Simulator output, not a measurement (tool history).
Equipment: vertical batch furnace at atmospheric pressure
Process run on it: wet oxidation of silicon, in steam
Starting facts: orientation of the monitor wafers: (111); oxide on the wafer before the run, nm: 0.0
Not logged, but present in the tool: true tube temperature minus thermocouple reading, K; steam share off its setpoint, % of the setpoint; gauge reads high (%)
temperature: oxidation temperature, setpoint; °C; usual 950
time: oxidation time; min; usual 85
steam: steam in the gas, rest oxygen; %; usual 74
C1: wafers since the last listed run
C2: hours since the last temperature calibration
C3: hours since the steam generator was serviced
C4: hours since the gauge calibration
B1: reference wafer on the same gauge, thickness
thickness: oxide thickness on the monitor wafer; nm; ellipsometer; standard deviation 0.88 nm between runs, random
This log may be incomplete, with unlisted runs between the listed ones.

run 1 day=0 | temperature=950 time=85 steam=74 | C1=0 C2=949.9 C3=3741.3 C4=272.7 | B1=377.12 | thickness=388.82
run 2 day=0.662 | temperature=950 time=85 steam=74 | C1=163 C2=965.8 C3=3757.2 C4=288.6 | B1=376.99 | thickness=388.92
run 3 day=1.292 | temperature=950 time=85 steam=74 | C1=155 C2=980.9 C3=3772.3 C4=303.7 | B1=377.03 | thickness=388.2
run 4 day=1.992 | temperature=950 time=85 steam=74 | C1=173 C2=997.7 C3=3789.1 C4=320.5 | B1=376.97 | thickness=389.28
run 5 day=2.438 | temperature=950 time=85 steam=74 | C1=110 C2=1008.4 C3=3799.8 C4=331.2 | B1=377.11 | thickness=389.37
run 6 day=2.804 | temperature=950 time=85 steam=74 | C1=90 C2=1017.2 C3=3808.6 C4=340 | B1=377.13 | thickness=389.71
run 7 day=3.188 | temperature=950 time=85 steam=74 | C1=94 C2=1026.4 C3=3817.8 C4=349.2 | B1=377.01 | thickness=389.79
run 8 day=3.583 | temperature=944 time=114.5 steam=74 | C1=97 C2=1035.9 C3=3827.3 C4=358.7 | B1=377.02 | thickness=455.42
run 9 day=4.254 | temperature=944 time=114.5 steam=74 | C1=166 C2=1052 C3=3843.4 C4=374.8 | B1=376.93 | thickness=454.88
run 10 day=4.688 | temperature=950 time=85 steam=74 | C1=107 C2=1062.4 C3=3853.8 C4=385.2 | B1=377.09 | thickness=389.31
run 11 day=6.542 | temperature=950 time=85 steam=74 | C1=458 C2=1106.9 C3=3898.3 C4=429.7 | B1=377.06 | thickness=390.08
run 12 day=7 | temperature=950 time=85 steam=74 | C1=113 C2=1117.9 C3=3909.3 C4=440.7 | B1=376.99 | thickness=390.39
run 13 day=7.446 | temperature=950 time=106 steam=71 | C1=110 C2=1128.6 C3=3920 C4=451.4 | B1=377.15 | thickness=441.22
run 14 day=7.979 | temperature=950 time=54.5 steam=79 | C1=131 C2=1141.4 C3=3932.8 C4=464.2 | B1=376.92 | thickness=300.68
run 15 day=8.3 | temperature=950 time=54.5 steam=79 | C1=79 C2=1149.1 C3=3940.5 C4=471.9 | B1=377.19 | thickness=299.6
run 16 day=8.867 | temperature=950 time=54.5 steam=79 | C1=140 C2=1162.7 C3=3954.1 C4=485.5 | B1=377.03 | thickness=299.2
run 17 day=9.583 | temperature=950 time=85 steam=74 | C1=177 C2=1179.9 C3=3971.3 C4=502.7 | B1=376.91 | thickness=389.62
run 18 day=10.196 | temperature=928 time=85 steam=70 | C1=151 C2=1194.6 C3=3986 C4=517.4 | B1=376.92 | thickness=316.72
run 19 day=10.746 | temperature=944 time=114.5 steam=74 | C1=136 C2=1207.8 C3=3999.2 C4=530.6 | B1=377.15 | thickness=457.9
run 20 day=11.358 | temperature=929 time=124.5 steam=78 | C1=151 C2=1222.5 C3=4013.9 C4=545.3 | B1=377.2 | thickness=451.82
run 21 day=11.946 | temperature=971 time=53.5 steam=84 | C1=145 C2=1236.6 C3=4028 C4=559.4 | B1=376.94 | thickness=361.44
run 22 day=12.55 | temperature=950 time=126.5 steam=74 | C1=149 C2=1251.1 C3=4042.5 C4=573.9 | B1=376.99 | thickness=510.79
run 23 day=13.179 | temperature=950 time=72.5 steam=71 | C1=155 C2=1266.2 C3=4057.6 C4=589 | B1=377.15 | thickness=340.04
run 24 day=13.942 | temperature=937 time=63.5 steam=71 | C1=188 C2=1284.5 C3=4075.9 C4=607.3 | B1=376.94 | thickness=279.08
run 25 day=14.454 | temperature=944 time=114.5 steam=74 | C1=126 C2=1296.8 C3=4088.2 C4=619.6 | B1=376.89 | thickness=457.94
run 26 day=15.2 | temperature=966 time=85 steam=79 | C1=184 C2=1314.7 C3=4106.1 C4=637.5 | B1=376.98 | thickness=456.29
-- day=16.208 steam generator serviced
-- day=16.529 thermocouples replaced and temperature profile calibrated
-- day=16.533 gauge calibrated
run 27 day=16.55 | temperature=950 time=117 steam=82 | C1=7 C2=0.5 C3=8.2 C4=0.4 | B1=377.12 | thickness=500.65
run 28 day=16.729 | temperature=966 time=101.5 steam=66 | C1=44 C2=4.8 C3=12.5 C4=4.7 | B1=377.1 | thickness=441.76
run 29 day=16.912 | temperature=966 time=85 steam=79 | C1=45 C2=9.2 C3=16.9 C4=9.1 | B1=377.01 | thickness=441.34
run 30 day=18.662 | temperature=940 time=85 steam=67 | C1=433 C2=51.2 C3=58.9 C4=51.1 | B1=376.99 | thickness=325.61
run 31 day=19.396 | temperature=950 time=85 steam=80 | C1=181 C2=68.8 C3=76.5 C4=68.7 | B1=376.83 | thickness=400.93
run 32 day=20.108 | temperature=950 time=46 steam=74 | C1=176 C2=85.9 C3=93.6 C4=85.8 | B1=377 | thickness=245.86
run 33 day=20.392 | temperature=944 time=114.5 steam=74 | C1=70 C2=92.7 C3=100.4 C4=92.6 | B1=377.01 | thickness=444.1
run 34 day=21.05 | temperature=966 time=101.5 steam=66 | C1=162 C2=108.5 C3=116.2 C4=108.4 | B1=376.79 | thickness=442.57
run 35 day=21.812 | temperature=950 time=85 steam=74 | C1=188 C2=126.8 C3=134.5 C4=126.7 | B1=376.89 | thickness=379.63
run 36 day=22.183 | temperature=950 time=85 steam=74 | C1=91 C2=135.7 C3=143.4 C4=135.6 | B1=376.87 | thickness=378.5
run 37 day=22.808 | temperature=950 time=85 steam=74 | C1=154 C2=150.7 C3=158.4 C4=150.6 | B1=377.03 | thickness=380.16
run 38 day=23.521 | temperature=950 time=69 steam=84 | C1=176 C2=167.8 C3=175.5 C4=167.7 | B1=377.02 | thickness=360.75
run 39 day=24.096 | temperature=929 time=124.5 steam=74 | C1=142 C2=181.6 C3=189.3 C4=181.5 | B1=377.05 | thickness=426.11

Had the tool no unlogged condition, and each run kept its random variation, what would the results have been?
run=1 thickness=375.59
run=2 thickness=375.62
run=3 thickness=374.87
run=4 thickness=375.84
run=5 thickness=375.89
run=6 thickness=376.18
run=7 thickness=376.22
run=8 thickness=440.32
run=9 thickness=439.73
run=10 thickness=375.62
run=11 thickness=376.22
run=12 thickness=376.48
run=13 thickness=426.14
run=14 thickness=288.82
run=15 thickness=287.77
run=16 thickness=287.35
run=17 thickness=375.55
run=18 thickness=304.07
run=19 thickness=442.1
run=20 thickness=435.78
run=21 thickness=348.87
run=22 thickness=493.85
run=23 thickness=326.92
run=24 thickness=267.46
run=25 thickness=441.88
run=26 thickness=441.28
run=27 thickness=500.11
run=28 thickness=441.16
run=29 thickness=440.61
run=30 thickness=323.95
run=31 thickness=398.56
run=32 thickness=243.81
run=33 thickness=440.93
run=34 thickness=439.21
run=35 thickness=375.97
run=36 thickness=374.66
run=37 thickness=375.98
run=38 thickness=356.36
run=39 thickness=420.79
